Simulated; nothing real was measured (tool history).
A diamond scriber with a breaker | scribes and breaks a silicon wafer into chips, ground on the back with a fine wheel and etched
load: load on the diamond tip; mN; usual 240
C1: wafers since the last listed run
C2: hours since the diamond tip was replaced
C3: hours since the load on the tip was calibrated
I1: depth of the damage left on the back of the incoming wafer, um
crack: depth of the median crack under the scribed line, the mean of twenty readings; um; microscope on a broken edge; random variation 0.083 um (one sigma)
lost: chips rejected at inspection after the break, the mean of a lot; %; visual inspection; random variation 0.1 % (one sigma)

run 1 day=0.000 | load=240 | C1=0 C2=595.2 C3=1347.6 | I1=0.59 | crack=10.29 lost=1.44
run 2 day=1.338 | load=240 | C1=61 C2=627.3 C3=1379.7 | I1=0.55 | crack=10.09 lost=1.77
run 3 day=3.271 | load=194 | C1=88 C2=673.7 C3=1426.1 | I1=0.45 | crack=8.93 lost=2.32
run 4 day=4.392 | load=194 | C1=51 C2=700.6 C3=1453.0 | I1=0.42 | crack=8.94 lost=2.61
run 5 day=6.879 | load=194 | C1=113 C2=760.3 C3=1512.7 | I1=0.43 | crack=8.82 lost=2.88
run 6 day=9.542 | load=240 | C1=121 C2=824.2 C3=1576.6 | I1=0.77 | crack=9.86 lost=1.41
run 7 day=11.929 | load=240 | C1=108 C2=881.5 C3=1633.9 | I1=0.67 | crack=9.86 lost=1.67
run 8 day=13.212 | load=240 | C1=58 C2=912.3 C3=1664.7 | I1=0.52 | crack=9.76 lost=1.46
-- day=13.612 load on the tip recalibrated
run 9 day=15.138 | load=240 | C1=84 C2=958.5 C3=36.6 | I1=0.58 | crack=9.10 lost=2.19
-- day=16.683 diamond tip replaced by a new one
run 10 day=18.062 | load=294 | C1=129 C2=33.1 C3=106.8 | I1=0.48 | crack=11.31 lost=2.91
run 11 day=20.821 | load=217 | C1=125 C2=99.3 C3=173.0 | I1=0.73 | crack=9.56 lost=1.59
run 12 day=23.242 | load=240 | C1=110 C2=157.4 C3=231.1 | I1=0.44 | crack=10.15 lost=1.46
run 13 day=25.338 | load=240 | C1=95 C2=207.7 C3=281.4 | I1=0.39 | crack=10.20 lost=1.52
run 14 day=27.683 | load=197 | C1=107 C2=264.0 C3=337.7 | I1=0.69 | crack=9.01 lost=2.11
run 15 day=30.467 | load=301 | C1=127 C2=330.8 C3=404.5 | I1=0.54 | crack=11.66 lost=3.51
run 16 day=32.783 | load=265 | C1=105 C2=386.4 C3=460.1 | I1=0.60 | crack=10.59 lost=2.19
run 17 day=33.962 | load=180 | C1=53 C2=414.7 C3=488.4 | I1=0.33 | crack=8.57 lost=2.70

3 ways to go on from here, each from the tool as it stands after run 17. What would each give?
run A day=33.988 | load=213 | C1=1 C2=415.3 C3=489.0 | I1=0.79 | crack=? lost=?
run B day=33.988 | load=207 | C1=1 C2=415.3 C3=489.0 | I1=0.79 | crack=? lost=?
run C day=33.988 | load=272 | C1=1 C2=415.3 C3=489.0 | I1=0.79 | crack=? lost=?

run=A crack=9.41 lost=1.61
run=B crack=9.26 lost=1.74
run=C crack=10.83 lost=2.24
Without the tool's hidden state the same runs would have given:
run=A crack=9.17 lost=1.84
run=B crack=9.02 lost=2.04
run=C crack=10.55 lost=1.88
